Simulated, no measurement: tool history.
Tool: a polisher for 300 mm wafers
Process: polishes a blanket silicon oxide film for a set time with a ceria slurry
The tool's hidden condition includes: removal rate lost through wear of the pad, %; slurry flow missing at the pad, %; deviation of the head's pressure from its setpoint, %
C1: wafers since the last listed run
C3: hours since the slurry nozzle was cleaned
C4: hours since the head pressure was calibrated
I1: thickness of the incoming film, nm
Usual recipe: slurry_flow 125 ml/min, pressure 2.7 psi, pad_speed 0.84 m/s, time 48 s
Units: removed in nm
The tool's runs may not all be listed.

Run 1, hour 0: usual settings; C1 0; wafers polished on this pad 1071; C3 429.1; C4 558.6; I1 1688.7. Result: removed 156.5 nm.
Run 2, hour 50.9: usual settings but pad_speed 0.64 m/s; C1 838; wafers polished on this pad 1909; C3 480; C4 609.5; I1 1704.1. Result: removed 133.1 nm.
Run 3, hour 108.9: usual settings but pad_speed 0.64 m/s; C1 954; wafers polished on this pad 2864; C3 538; C4 667.5; I1 1705.6. Result: removed 134.9 nm.
At hour 167.6: worn pad replaced by a new one.
Run 4, hour 201.9: usual settings but pad_speed 0.64 m/s; C1 1465; wafers polished on this pad 565; C3 631; C4 760.5; I1 1709.8. Result: removed 133.8 nm.
Run 5, hour 270.3: usual settings but slurry_flow 100 ml/min, pad_speed 0.98 m/s; C1 1126; wafers polished on this pad 1691; C3 699.4; C4 828.9; I1 1697.3. Result: removed 170 nm.
Run 6, hour 316.9: usual settings but slurry_flow 100 ml/min, pad_speed 0.98 m/s; C1 767; wafers polished on this pad 2458; C3 746; C4 875.5; I1 1691.9. Result: removed 169.4 nm.
Run 7, hour 357.5: usual settings; C1 668; wafers polished on this pad 3127; C3 786.6; C4 916.1; I1 1687.8. Result: removed 161.3 nm.
At hour 409.8: worn pad replaced by a new one.
Run 8, hour 446.6: usual settings; C1 1401; wafers polished on this pad 606; C3 875.7; C4 1005.2; I1 1716.3. Result: removed 162.6 nm.
At hour 449.5: slurry nozzle cleaned.
Run 9, hour 531.6: usual settings but pressure 1.9 psi; C1 1383; wafers polished on this pad 1989; C3 82.1; C4 1090.2; I1 1721.4. Result: removed 119.1 nm.
Run 10, hour 590.5: usual settings but slurry_flow 110 ml/min, pressure 2.1 psi, pad_speed 0.64 m/s, time 41 s; C1 969; wafers polished on this pad 2959; C3 141; C4 1149.1; I1 1698.8. Result: removed 91.8 nm.
At hour 611.2: worn pad replaced by a new one.
Run 11, hour 651: usual settings but slurry_flow 145 ml/min, pressure 3.2 psi, pad_speed 0.98 m/s, time 53 s; C1 930; wafers polished on this pad 655; C3 201.5; C4 1209.6; I1 1714.2. Result: removed 241.6 nm.
At hour 733.6: head pressure recalibrated.
Run 12, hour 744: usual settings but slurry_flow 110 ml/min, pressure 3 psi, pad_speed 1.04 m/s; C1 1498; wafers polished on this pad 2153; C3 294.5; C4 10.4; I1 1728.2. Result: removed 160.9 nm.
Run 13, hour 835.5: usual settings but slurry_flow 100 ml/min; C1 1506; wafers polished on this pad 3660; C3 386; C4 101.9; I1 1694.7. Result: removed 127.3 nm.
At hour 855.4: worn pad replaced by a new one.
Run 14, hour 884.9: usual settings; C1 747; wafers polished on this pad 485; C3 435.4; C4 151.3; I1 1689.1. Result: removed 133.3 nm.
At hour 954.3: head pressure recalibrated, repeated, since the last time left the tool worse.
Run 15, hour 981.7: usual settings but slurry_flow 165 ml/min, pressure 3.4 psi, pad_speed 0.64 m/s; C1 1560; wafers polished on this pad 2046; C3 532.2; C4 27.4; I1 1703.7. Result: removed 164.8 nm.
Run 16, hour 1068.2: usual settings but slurry_flow 155 ml/min, pressure 3.4 psi, pad_speed 0.94 m/s, time 53 s; C1 1424; wafers polished on this pad 3470; C3 618.7; C4 113.9; I1 1712.3. Result: removed 230.3 nm.

The same runs without the tool's hidden state, with the same run-to-run variation:
run  removed
  1    151.7
  2    128.7
  3    129.9
  4    128.3
  5    162.4
  6    161.4
  7    153.4
  8    153.8
  9    112.2
 10     86.2
 11    226.2
 12    186.4
 13    146.7
 14      153
 15      166
 16    230.8

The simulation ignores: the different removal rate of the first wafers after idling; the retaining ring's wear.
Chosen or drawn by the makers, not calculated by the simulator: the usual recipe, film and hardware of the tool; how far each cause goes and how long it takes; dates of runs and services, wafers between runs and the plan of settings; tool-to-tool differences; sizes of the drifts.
